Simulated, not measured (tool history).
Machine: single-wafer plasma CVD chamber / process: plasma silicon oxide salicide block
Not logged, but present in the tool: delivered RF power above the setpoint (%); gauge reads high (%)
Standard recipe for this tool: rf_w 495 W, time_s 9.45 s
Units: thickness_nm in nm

run   hour  rf_w  time_s  wafers since the last listed run  hours since the last RF generator calibration  hours since the showerhead was replaced  hours since the gauge calibration  read-back reference wafer on the same gauge, thickness_nm  thickness_nm
  1      0   495    9.45                                 0                                         1134.1                                   5839.2                              274.1                                                     75.694         83.57
  2    9.4   495    9.45                               206                                         1143.5                                   5848.6                              283.5                                                      75.63        83.452
  3   21.8   495    9.45                               273                                         1155.9                                     5861                              295.9                                                     75.718         83.51
  4   33.4   495    9.45                               255                                         1167.5                                   5872.6                              307.5                                                     75.718        83.705
  5   42.7   495    9.45                               204                                         1176.8                                   5881.9                              316.8                                                     75.635        83.622
  6   50.4   495    9.45                               169                                         1184.5                                   5889.6                              324.5                                                     75.673        83.744
  7   58.7   495    9.45                               182                                         1192.8                                   5897.9                              332.8                                                     75.659        83.595
  8     83   530    9.05                               535                                         1217.1                                   5922.2                              357.1                                                     75.658          81.7
  9   91.2   495    9.45                               180                                         1225.3                                   5930.4                              365.3                                                     75.718        83.625
 10  104.2   495     8.8                               286                                         1238.3                                   5943.4                              378.3                                                     75.654        77.673
 11    112   495    9.45                               171                                         1246.1                                   5951.2                              386.1                                                     75.652        83.543
 12  119.9   495    9.45                               173                                           1254                                   5959.1                                394                                                     75.698        83.778
 13  129.1   550    9.45                               202                                         1263.2                                   5968.3                              403.2                                                     75.749        86.167
 14  145.6   530    9.45                               363                                         1279.7                                   5984.8                              419.7                                                     75.679         85.28
 15  153.1   530    9.45                               165                                         1287.2                                   5992.3                              427.2                                                     75.663        85.287
 16  162.2   530    9.45                               200                                         1296.3                                   6001.4                              436.3                                                      75.64         85.36
 17  172.5   450    9.45                               226                                         1306.6                                   6011.7                              446.6                                                     75.733        81.054
 18  187.3   450    9.45                               325                                         1321.4                                   6026.5                              461.4                                                     75.677        80.964
 19  193.6   450    9.45                               138                                         1327.7                                   6032.8                              467.7                                                      75.73         80.82
 20  208.3   495    9.45                               323                                         1342.4                                   6047.5                              482.4                                                     75.739        83.742
 21  219.8   530    8.28                               253                                         1353.9                                     6059                              493.9                                                     75.684        74.659
 22  227.5   495    9.45                               169                                         1361.6                                   6066.7                              501.6                                                     75.715        83.386
     248.4  -- showerhead replaced
 23  248.9   400     7.8                               295                                           1383                                      0.5                                523                                                     75.699        64.419
     259.9  -- gauge calibrated
 24  260.2   495    9.45                               248                                         1394.3                                     11.8                                0.3                                                     75.713         83.35
 25    282   570    9.45                               480                                         1416.1                                     33.6                               22.1                                                     75.685        87.166
 26  299.1   525    8.83                               376                                         1433.2                                     50.7                               39.2                                                     75.673        79.524
 27  307.3   530    9.45                               180                                         1441.4                                     58.9                               47.4                                                     75.697        85.046
 28  313.8   460    8.65                               143                                         1447.9                                     65.4                               53.9                                                     75.647        74.509
     331.6  -- RF generator calibrated
 29  332.1   575   10.79                               226                                            0.5                                     83.7                               72.2                                                      75.75       101.737
 30  333.8   495    9.45                                37                                            2.2                                     85.4                               73.9                                                     75.677        85.447
 31  349.8   530   11.21                               352                                           18.2                                    101.4                               89.9                                                     75.738       102.988
 32  357.4   495    9.45                               167                                           25.8                                      109                               97.5                                                     75.719        85.168
 33    370   495    9.45                               277                                           38.4                                    121.6                              110.1                                                     75.704        85.218
 34  384.8   495    9.45                               325                                           53.2                                    136.4                              124.9                                                      75.71        84.979
 35  402.4   555    8.86                               387                                           70.8                                      154                              142.5                                                     75.718        82.654
 36  412.4   410    8.24                               220                                           80.8                                      164                              152.5                                                     75.666        69.485
 37  424.1   410    8.66                               257                                           92.5                                    175.7                              164.2                                                     75.646         73.25
 38  440.5   430    9.45                               361                                          108.9                                    192.1                              180.6                                                     75.663        81.074
 39  451.5   415    8.82                               242                                          119.9                                    203.1                              191.6                                                     75.668        74.727
 40  464.5   450    9.45                               286                                          132.9                                    216.1                              204.6                                                      75.69         82.26

Entry by entry between the runs, the difference in hidden state between the last listed run before and the first listed run after:
Run 22 -> run 23: showerhead replaced (hour 248.4)
  delivered RF power above the setpoint (%): -7.89 -> -7.92
  measured less the result without the state, thickness_nm: -2.184 -> -1.693 nm
Run 23 -> run 24: gauge calibrated (hour 259.9)
  delivered RF power above the setpoint (%): -7.92 -> -7.93
  measured less the result without the state, thickness_nm: -1.693 -> -2.195 nm
Run 28 -> run 29: RF generator calibrated (hour 331.6)
  delivered RF power above the setpoint (%): -7.99 -> -1.79
  measured less the result without the state, thickness_nm: -1.978 -> -0.579 nm
